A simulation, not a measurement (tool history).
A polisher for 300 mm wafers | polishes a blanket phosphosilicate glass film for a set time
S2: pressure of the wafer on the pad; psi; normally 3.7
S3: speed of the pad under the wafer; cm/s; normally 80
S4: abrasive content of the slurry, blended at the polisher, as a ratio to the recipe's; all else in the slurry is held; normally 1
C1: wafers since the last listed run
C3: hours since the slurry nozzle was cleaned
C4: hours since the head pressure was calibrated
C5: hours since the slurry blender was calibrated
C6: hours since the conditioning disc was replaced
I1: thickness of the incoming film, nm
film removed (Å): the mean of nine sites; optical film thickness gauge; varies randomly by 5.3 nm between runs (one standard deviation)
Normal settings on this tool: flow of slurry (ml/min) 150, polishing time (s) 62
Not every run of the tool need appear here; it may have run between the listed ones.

run 1 day=0 | flow_of_slurry_(ml/min)=150 S2=3.7 S3=80 S4=1 polishing_time_(s)=62 | C1=0 wafers_polished_on_this_pad=3141 C3=768.9 C4=361.3 C5=22.2 C6=283.9 | I1=2270.7 | film_removed_(Å)=4106
run 2 day=2.662 | flow_of_slurry_(ml/min)=150 S2=3.7 S3=80 S4=1 polishing_time_(s)=62 | C1=934 wafers_polished_on_this_pad=4076 C3=832.8 C4=425.2 C5=86.1 C6=347.8 | I1=2258 | film_removed_(Å)=3964
-- day=4.625 worn pad replaced by a new one
run 3 day=5.45 | flow_of_slurry_(ml/min)=150 S2=3.7 S3=72 S4=1 polishing_time_(s)=62 | C1=920 wafers_polished_on_this_pad=288 C3=899.7 C4=492.1 C5=153 C6=414.7 | I1=2265 | film_removed_(Å)=4023
-- day=5.6 slurry nozzle cleaned
-- day=6.462 head pressure recalibrated
run 4 day=7.879 | flow_of_slurry_(ml/min)=150 S2=3.7 S3=80 S4=1 polishing_time_(s)=62 | C1=808 wafers_polished_on_this_pad=1097 C3=54.7 C4=34 C5=211.3 C6=473 | I1=2267.7 | film_removed_(Å)=4249
run 5 day=10.692 | flow_of_slurry_(ml/min)=185 S2=3.7 S3=80 S4=1 polishing_time_(s)=62 | C1=987 wafers_polished_on_this_pad=2085 C3=122.2 C4=101.5 C5=278.8 C6=540.5 | I1=2321.8 | film_removed_(Å)=4340
-- day=12.612 conditioning disc replaced and pad reconditioned
run 6 day=13.196 | flow_of_slurry_(ml/min)=185 S2=3.7 S3=80 S4=1 polishing_time_(s)=62 | C1=849 wafers_polished_on_this_pad=2935 C3=182.3 C4=161.6 C5=338.9 C6=14 | I1=2239.5 | film_removed_(Å)=4314
-- day=13.283 slurry blender recalibrated
run 7 day=14.521 | flow_of_slurry_(ml/min)=150 S2=3.7 S3=90 S4=1.1 polishing_time_(s)=62 | C1=435 wafers_polished_on_this_pad=3371 C3=214.1 C4=193.4 C5=29.7 C6=45.8 | I1=2335 | film_removed_(Å)=4616
run 8 day=17.258 | flow_of_slurry_(ml/min)=150 S2=2.7 S3=80 S4=0.9 polishing_time_(s)=62 | C1=961 wafers_polished_on_this_pad=4332 C3=279.8 C4=259.1 C5=95.4 C6=111.5 | I1=2334.8 | film_removed_(Å)=2996
-- day=17.992 worn pad replaced by a new one
run 9 day=20.046 | flow_of_slurry_(ml/min)=150 S2=3.7 S3=80 S4=1 polishing_time_(s)=62 | C1=920 wafers_polished_on_this_pad=721 C3=346.7 C4=326 C5=162.3 C6=178.4 | I1=2284.8 | film_removed_(Å)=4433
run 10 day=21.325 | flow_of_slurry_(ml/min)=150 S2=3.2 S3=80 S4=1 polishing_time_(s)=73 | C1=449 wafers_polished_on_this_pad=1170 C3=377.4 C4=356.7 C5=193 C6=209.1 | I1=2284.4 | film_removed_(Å)=4674
run 11 day=23.846 | flow_of_slurry_(ml/min)=200 S2=3.7 S3=80 S4=0.85 polishing_time_(s)=53 | C1=884 wafers_polished_on_this_pad=2055 C3=437.9 C4=417.2 C5=253.5 C6=269.6 | I1=2251.4 | film_removed_(Å)=3504
run 12 day=26.621 | flow_of_slurry_(ml/min)=150 S2=3.7 S3=80 S4=1 polishing_time_(s)=62 | C1=974 wafers_polished_on_this_pad=3029 C3=504.5 C4=483.8 C5=320.1 C6=336.2 | I1=2314.7 | film_removed_(Å)=4074
-- day=26.962 head pressure recalibrated
-- day=29.379 slurry blender recalibrated
run 13 day=29.488 | flow_of_slurry_(ml/min)=150 S2=3.7 S3=80 S4=1 polishing_time_(s)=62 | C1=947 wafers_polished_on_this_pad=3977 C3=573.3 C4=60.6 C5=2.6 C6=405 | I1=2315.4 | film_removed_(Å)=4040
run 14 day=32.367 | flow_of_slurry_(ml/min)=150 S2=3.7 S3=80 S4=1 polishing_time_(s)=62 | C1=1010 wafers_polished_on_this_pad=4988 C3=642.4 C4=129.7 C5=71.7 C6=474.1 | I1=2326.1 | film_removed_(Å)=3821
-- day=34.275 worn pad replaced by a new one
run 15 day=34.821 | flow_of_slurry_(ml/min)=150 S2=3.7 S3=60 S4=1.1 polishing_time_(s)=51 | C1=803 wafers_polished_on_this_pad=192 C3=701.3 C4=188.6 C5=130.6 C6=533 | I1=2320.7 | film_removed_(Å)=2987
run 16 day=36.379 | flow_of_slurry_(ml/min)=150 S2=2.4 S3=56 S4=1 polishing_time_(s)=62 | C1=547 wafers_polished_on_this_pad=739 C3=738.7 C4=226 C5=168 C6=570.4 | I1=2266.3 | film_removed_(Å)=2428
-- day=37.979 slurry nozzle cleaned
-- day=38.175 conditioning disc replaced and pad reconditioned
run 17 day=38.621 | flow_of_slurry_(ml/min)=150 S2=2.6 S3=80 S4=1 polishing_time_(s)=62 | C1=743 wafers_polished_on_this_pad=1482 C3=15.4 C4=279.8 C5=221.8 C6=10.7 | I1=2274.6 | film_removed_(Å)=3291
run 18 day=41.354 | flow_of_slurry_(ml/min)=150 S2=3.7 S3=80 S4=1.25 polishing_time_(s)=62 | C1=959 wafers_polished_on_this_pad=2442 C3=81 C4=345.4 C5=287.4 C6=76.3 | I1=2262.3 | film_removed_(Å)=4537
run 19 day=42.504 | flow_of_slurry_(ml/min)=150 S2=3.7 S3=80 S4=1 polishing_time_(s)=62 | C1=403 wafers_polished_on_this_pad=2845 C3=108.6 C4=373 C5=315 C6=103.9 | I1=2283.7 | film_removed_(Å)=4083
run 20 day=44.033 | flow_of_slurry_(ml/min)=150 S2=3.7 S3=96 S4=1 polishing_time_(s)=62 | C1=536 wafers_polished_on_this_pad=3382 C3=145.3 C4=409.7 C5=351.7 C6=140.6 | I1=2283.7 | film_removed_(Å)=4699
-- day=44.638 slurry blender recalibrated
run 21 day=45.517 | flow_of_slurry_(ml/min)=150 S2=4.9 S3=66 S4=1 polishing_time_(s)=62 | C1=491 wafers_polished_on_this_pad=3874 C3=180.9 C4=445.3 C5=21.1 C6=176.2 | I1=2293.4 | film_removed_(Å)=4191
run 22 day=48.183 | flow_of_slurry_(ml/min)=115 S2=3.1 S3=72 S4=0.75 polishing_time_(s)=62 | C1=936 wafers_polished_on_this_pad=4810 C3=244.9 C4=509.3 C5=85.1 C6=240.2 | I1=2328.6 | film_removed_(Å)=2532
-- day=48.588 head pressure recalibrated
-- day=49.783 worn pad replaced by a new one
run 23 day=50.592 | flow_of_slurry_(ml/min)=165 S2=2.7 S3=58 S4=1 polishing_time_(s)=54 | C1=757 wafers_polished_on_this_pad=284 C3=302.7 C4=48.1 C5=142.9 C6=298 | I1=2328.5 | film_removed_(Å)=2355
run 24 day=52.167 | flow_of_slurry_(ml/min)=150 S2=3.7 S3=80 S4=1 polishing_time_(s)=71 | C1=552 wafers_polished_on_this_pad=837 C3=340.5 C4=85.9 C5=180.7 C6=335.8 | I1=2302.2 | film_removed_(Å)=4864
run 25 day=57.071 | flow_of_slurry_(ml/min)=195 S2=3.7 S3=80 S4=1 polishing_time_(s)=78 | C1=1721 wafers_polished_on_this_pad=2558 C3=458.2 C4=203.6 C5=298.4 C6=453.5 | I1=2281.2 | film_removed_(Å)=5342

Entry by entry between the runs, the difference in hidden state between the last listed run before and the first listed run after:
Logged between run 2 and run 3: worn pad replaced by a new one (day 4.625)
  removal rate lost through wear of the pad, %: 11.8 -> 1.4
  measured result minus the result with no hidden state, film removed (Å): -530 -> -57
Logged between run 3 and run 4: slurry nozzle cleaned (day 5.6); head pressure recalibrated (day 6.462)
  removal rate lost through wear of the pad, %: 1.4 -> 3.66
  measured result minus the result with no hidden state, film removed (Å): -57 -> -162
Logged between run 5 and run 6: conditioning disc replaced and pad reconditioned (day 12.612)
  removal rate lost through wear of the pad, %: 6.28 -> 8.61
  measured result minus the result with no hidden state, film removed (Å): -291 -> -406
Logged between run 6 and run 7: slurry blender recalibrated (day 13.283)
  removal rate lost through wear of the pad, %: 8.61 -> 9.85
  measured result minus the result with no hidden state, film removed (Å): -406 -> -505
Logged between run 8 and run 9: worn pad replaced by a new one (day 17.992)
  removal rate lost through wear of the pad, %: 12.4 -> 2.34
  measured result minus the result with no hidden state, film removed (Å): -424 -> -106
Logged between run 12 and run 13: head pressure recalibrated (day 26.962); slurry blender recalibrated (day 29.379)
  removal rate lost through wear of the pad, %: 8.46 -> 11.1
  measured result minus the result with no hidden state, film removed (Å): -377 -> -507
Logged between run 14 and run 15: worn pad replaced by a new one (day 34.275)
  removal rate lost through wear of the pad, %: 13.8 -> 2.28
  measured result minus the result with no hidden state, film removed (Å): -613 -> -70
Logged between run 16 and run 17: slurry nozzle cleaned (day 37.979); conditioning disc replaced and pad reconditioned (day 38.175)
  removal rate lost through wear of the pad, %: 3.73 -> 5.82
  measured result minus the result with no hidden state, film removed (Å): -94 -> -203
Logged between run 20 and run 21: slurry blender recalibrated (day 44.638)
  removal rate lost through wear of the pad, %: 10.9 -> 12.2
  measured result minus the result with no hidden state, film removed (Å): -573 -> -585
Logged between run 22 and run 23: head pressure recalibrated (day 48.588); worn pad replaced by a new one (day 49.783)
  removal rate lost through wear of the pad, %: 14.7 -> 2.39
  measured result minus the result with no hidden state, film removed (Å): -437 -> -58
